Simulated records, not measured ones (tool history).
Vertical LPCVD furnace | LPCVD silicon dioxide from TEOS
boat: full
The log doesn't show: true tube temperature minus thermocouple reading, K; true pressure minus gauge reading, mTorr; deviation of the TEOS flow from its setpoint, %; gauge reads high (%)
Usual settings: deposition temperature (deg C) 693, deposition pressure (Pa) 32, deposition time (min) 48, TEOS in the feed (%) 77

| run | hour | deposition temperature (deg C) | deposition pressure (Pa) | deposition time (min) | TEOS in the feed (%) | wafers since the last listed run | hours since the last temperature calibration | hours since the pressure gauge was zeroed | hours since the TEOS flow controller was replaced | hours since the gauge calibration | read-back reference wafer on the same gauge, thickness | film thickness on the monitor wafer in the middle of the boat (Å) |
|---|---|---|---|---|---|---|---|---|---|---|---|---|
| 1 | 0 | 693 | 33.3 | 48 | 77 | 0 | 2525.2 | 1499.1 | 5049.2 | 17.4 | 305.13 | 3022.3 |
| 2 | 13.4 | 693 | 33.3 | 48 | 77 | 224 | 2538.6 | 1512.5 | 5062.6 | 30.8 | 305.09 | 3022.7 |
| 3 | 29.4 | 693 | 32 | 48 | 77 | 268 | 2554.6 | 1528.5 | 5078.6 | 46.8 | 305.02 | 2962.7 |
| 4 | 39.4 | 693 | 32 | 48 | 77 | 167 | 2564.6 | 1538.5 | 5088.6 | 56.8 | 304.98 | 2970.2 |
| 5 | 58.4 | 693 | 32 | 48 | 81 | 318 | 2583.6 | 1557.5 | 5107.6 | 75.8 | 305.05 | 3038.5 |
| 6 | 68.5 | 693 | 32 | 59.5 | 77 | 169 | 2593.7 | 1567.6 | 5117.7 | 85.9 | 305 | 3655.7 |
|  | 94.4 | thermocouples replaced and temperature profile calibrated |
| 7 | 94.9 | 693 | 32 | 59.5 | 77 | 40 | 0.5 | 1594 | 5144.1 | 112.3 | 305.11 | 3368.4 |
| 8 | 99.5 | 693 | 32 | 59.5 | 77 | 77 | 5.1 | 1598.6 | 5148.7 | 116.9 | 305 | 3354.4 |
| 9 | 104.1 | 686 | 32 | 48 | 77 | 77 | 9.7 | 1603.2 | 5153.3 | 121.5 | 304.94 | 2302.6 |
| 10 | 110.2 | 686 | 32 | 48 | 77 | 102 | 15.8 | 1609.3 | 5159.4 | 127.6 | 305.07 | 2297.5 |
|  | 148.8 | pressure gauge zeroed |
|  | 166.9 | TEOS flow controller replaced |
| 11 | 167.4 | 693 | 32 | 48 | 77 | 253 | 73 | 18.6 | 0.5 | 184.8 | 304.99 | 2724.1 |
| 12 | 172 | 693 | 26.7 | 62 | 77 | 77 | 77.6 | 23.2 | 5.1 | 189.4 | 305.05 | 3212.3 |
| 13 | 176.6 | 689 | 29.3 | 35 | 72 | 77 | 82.2 | 27.8 | 9.7 | 194 | 304.77 | 1672.8 |
| 14 | 181.2 | 703 | 36.7 | 59.5 | 68 | 77 | 86.8 | 32.4 | 14.3 | 198.6 | 304.85 | 4282.1 |
| 15 | 185.8 | 693 | 32 | 62.5 | 67 | 77 | 91.4 | 37 | 18.9 | 203.2 | 305.12 | 3309 |
|  | 188.8 | gauge calibrated |
| 16 | 195.9 | 681 | 32 | 48 | 77 | 169 | 101.5 | 47.1 | 29 | 7.1 | 305.03 | 2045 |
| 17 | 212.2 | 693 | 39.3 | 48 | 77 | 273 | 117.8 | 63.4 | 45.3 | 23.4 | 305.03 | 3026.8 |
| 18 | 229.7 | 693 | 32 | 58 | 82 | 293 | 135.3 | 80.9 | 62.8 | 40.9 | 304.87 | 3386 |
| 19 | 244.3 | 703 | 36.7 | 59.5 | 68 | 244 | 149.9 | 95.5 | 77.4 | 55.5 | 304.97 | 4318 |
| 20 | 257.3 | 693 | 36 | 65.5 | 85 | 217 | 162.9 | 108.5 | 90.4 | 68.5 | 304.93 | 4151 |
| 21 | 295.9 | 689 | 25.3 | 53 | 84 | 646 | 201.5 | 147.1 | 129 | 107.1 | 305.22 | 2537 |

The tool's hidden state at each run:
true pressure minus gauge reading, mTorr: 0 in every run
deviation of the TEOS flow from its setpoint, %: 0 in every run
gauge reads high (%): 0 in every run
H1: true tube temperature minus thermocouple reading, K
| run | H1 |
|---|---|
| 1 | 4.35 |
| 2 | 4.37 |
| 3 | 4.4 |
| 4 | 4.41 |
| 5 | 4.44 |
| 6 | 4.46 |
| 7 | 0.726 |
| 8 | 0.734 |
| 9 | 0.741 |
| 10 | 0.751 |
| 11 | 0.843 |
| 12 | 0.85 |
| 13 | 0.858 |
| 14 | 0.865 |
| 15 | 0.872 |
| 16 | 0.889 |
| 17 | 0.915 |
| 18 | 0.943 |
| 19 | 0.966 |
| 20 | 0.987 |
| 21 | 1.05 |

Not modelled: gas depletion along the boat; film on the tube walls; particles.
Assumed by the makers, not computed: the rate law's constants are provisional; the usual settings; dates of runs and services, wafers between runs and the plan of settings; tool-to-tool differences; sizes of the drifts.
